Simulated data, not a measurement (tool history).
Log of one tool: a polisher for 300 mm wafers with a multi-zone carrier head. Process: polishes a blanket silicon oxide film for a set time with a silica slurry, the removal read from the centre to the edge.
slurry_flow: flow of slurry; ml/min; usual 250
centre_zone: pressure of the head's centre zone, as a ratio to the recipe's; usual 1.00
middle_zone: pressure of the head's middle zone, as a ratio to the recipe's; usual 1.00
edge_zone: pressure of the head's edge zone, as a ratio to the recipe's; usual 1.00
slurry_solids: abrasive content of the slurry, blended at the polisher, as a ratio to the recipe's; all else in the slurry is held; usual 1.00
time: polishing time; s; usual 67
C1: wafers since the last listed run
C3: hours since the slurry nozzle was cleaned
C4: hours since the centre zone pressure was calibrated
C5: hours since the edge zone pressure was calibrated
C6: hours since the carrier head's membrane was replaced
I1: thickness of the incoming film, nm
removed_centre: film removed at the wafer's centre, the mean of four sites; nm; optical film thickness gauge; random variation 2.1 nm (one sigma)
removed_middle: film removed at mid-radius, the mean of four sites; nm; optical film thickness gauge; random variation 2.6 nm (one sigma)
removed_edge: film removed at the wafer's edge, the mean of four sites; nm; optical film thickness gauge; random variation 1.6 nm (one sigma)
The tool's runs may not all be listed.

Run 1, hour 0.0: usual settings; C1 0; wafers polished on this pad 2369; C3 179.2; C4 262.4; C5 542.1; C6 1078.5; I1 751.0. Result: removed_centre 207.6 nm, removed_middle 216.5 nm, removed_edge 215.0 nm.
At hour 4.1: worn pad replaced by a new one.
Run 2, hour 33.2: usual settings but time 73 s; C1 373; wafers polished on this pad 372; C3 212.4; C4 295.6; C5 575.3; C6 1111.7; I1 763.0. Result: removed_centre 232.4 nm, removed_middle 229.5 nm, removed_edge 230.6 nm.
Run 3, hour 87.7: usual settings but time 73 s; C1 697; wafers polished on this pad 1069; C3 266.9; C4 350.1; C5 629.8; C6 1166.2; I1 746.8. Result: removed_centre 228.2 nm, removed_middle 229.7 nm, removed_edge 232.0 nm.
Run 4, hour 122.4: usual settings but edge_zone 0.97; C1 444; wafers polished on this pad 1514; C3 301.6; C4 384.8; C5 664.5; C6 1200.9; I1 744.1. Result: removed_centre 209.9 nm, removed_middle 212.3 nm, removed_edge 211.1 nm.
Run 5, hour 169.2: usual settings; C1 599; wafers polished on this pad 2113; C3 348.4; C4 431.6; C5 711.3; C6 1247.7; I1 746.6. Result: removed_centre 206.8 nm, removed_middle 211.7 nm, removed_edge 213.3 nm.
At hour 185.3: centre zone pressure recalibrated.
At hour 221.9: worn pad replaced by a new one.
Run 6, hour 231.9: usual settings; C1 725; wafers polished on this pad 127; C3 411.1; C4 46.6; C5 774.0; C6 1310.4; I1 745.8. Result: removed_centre 213.6 nm, removed_middle 211.6 nm, removed_edge 212.9 nm.
Run 7, hour 297.7: usual settings; C1 842; wafers polished on this pad 970; C3 476.9; C4 112.4; C5 839.8; C6 1376.2; I1 744.9. Result: removed_centre 209.9 nm, removed_middle 208.6 nm, removed_edge 210.5 nm.
At hour 345.5: carrier head's membrane replaced by a new one.
Run 8, hour 360.6: usual settings; C1 741; wafers polished on this pad 1711; C3 539.8; C4 175.3; C5 902.7; C6 15.1; I1 746.0. Result: removed_centre 209.8 nm, removed_middle 208.2 nm, removed_edge 210.2 nm.
At hour 408.4: worn pad replaced by a new one.
Run 9, hour 427.6: usual settings; C1 806; wafers polished on this pad 246; C3 606.8; C4 242.3; C5 969.7; C6 82.1; I1 764.4. Result: removed_centre 202.8 nm, removed_middle 208.4 nm, removed_edge 211.1 nm.
At hour 452.8: edge zone pressure recalibrated.
Run 10, hour 475.3: usual settings but middle_zone 1.06; C1 585; wafers polished on this pad 831; C3 654.5; C4 290.0; C5 22.5; C6 129.8; I1 750.6. Result: removed_centre 204.6 nm, removed_middle 216.6 nm, removed_edge 208.8 nm.
Run 11, hour 537.0: usual settings but slurry_flow 335 ml/min, edge_zone 1.09, time 85 s; C1 789; wafers polished on this pad 1621; C3 716.2; C4 351.7; C5 84.2; C6 191.5; I1 755.1. Result: removed_centre 271.8 nm, removed_middle 268.9 nm, removed_edge 284.1 nm.
At hour 556.1: centre zone pressure recalibrated.
Run 12, hour 562.6: usual settings; C1 302; wafers polished on this pad 1923; C3 741.8; C4 6.5; C5 109.8; C6 217.1; I1 749.9. Result: removed_centre 205.4 nm, removed_middle 208.8 nm, removed_edge 210.6 nm.
At hour 578.2: worn pad replaced by a new one.
Run 13, hour 627.2: usual settings but slurry_flow 285 ml/min, centre_zone 0.95; C1 775; wafers polished on this pad 627; C3 806.4; C4 71.1; C5 174.4; C6 281.7; I1 755.0. Result: removed_centre 195.9 nm, removed_middle 216.4 nm, removed_edge 210.4 nm.
At hour 655.3: slurry nozzle cleaned.
Run 14, hour 690.0: usual settings but slurry_flow 185 ml/min, slurry_solids 0.85; C1 791; wafers polished on this pad 1418; C3 34.7; C4 133.9; C5 237.2; C6 344.5; I1 733.6. Result: removed_centre 160.4 nm, removed_middle 159.7 nm, removed_edge 171.2 nm.
Run 15, hour 730.4: usual settings; C1 517; wafers polished on this pad 1935; C3 75.1; C4 174.3; C5 277.6; C6 384.9; I1 735.4. Result: removed_centre 190.8 nm, removed_middle 194.1 nm, removed_edge 202.2 nm.
Run 16, hour 757.8: usual settings but slurry_flow 330 ml/min, middle_zone 1.03; C1 350; wafers polished on this pad 2286; C3 102.5; C4 201.7; C5 305.0; C6 412.3; I1 754.3. Result: removed_centre 198.4 nm, removed_middle 209.2 nm, removed_edge 207.4 nm.

Forecast run 17:
At hour 780.6: slurry nozzle cleaned, repeated, since the last time left the tool worse.
At hour 790.1: worn pad replaced by a new one.
Run 17, hour 790.6: usual settings but slurry_flow 220 ml/min, middle_zone 1.04, edge_zone 1.05; C1 355; wafers polished on this pad 6; C3 10.0; C4 234.5; C5 337.8; C6 445.1; I1 735.2. Result: removed_centre ?, removed_middle ?, removed_edge ?.

{"run 17": {"removed_centre": 203.4, "removed_middle": 213.7, "removed_edge": 218.3}}
Without the tool's hidden state the same run would have given removed_centre 203.5 nm, removed_middle 213.8 nm, removed_edge 218.3 nm.
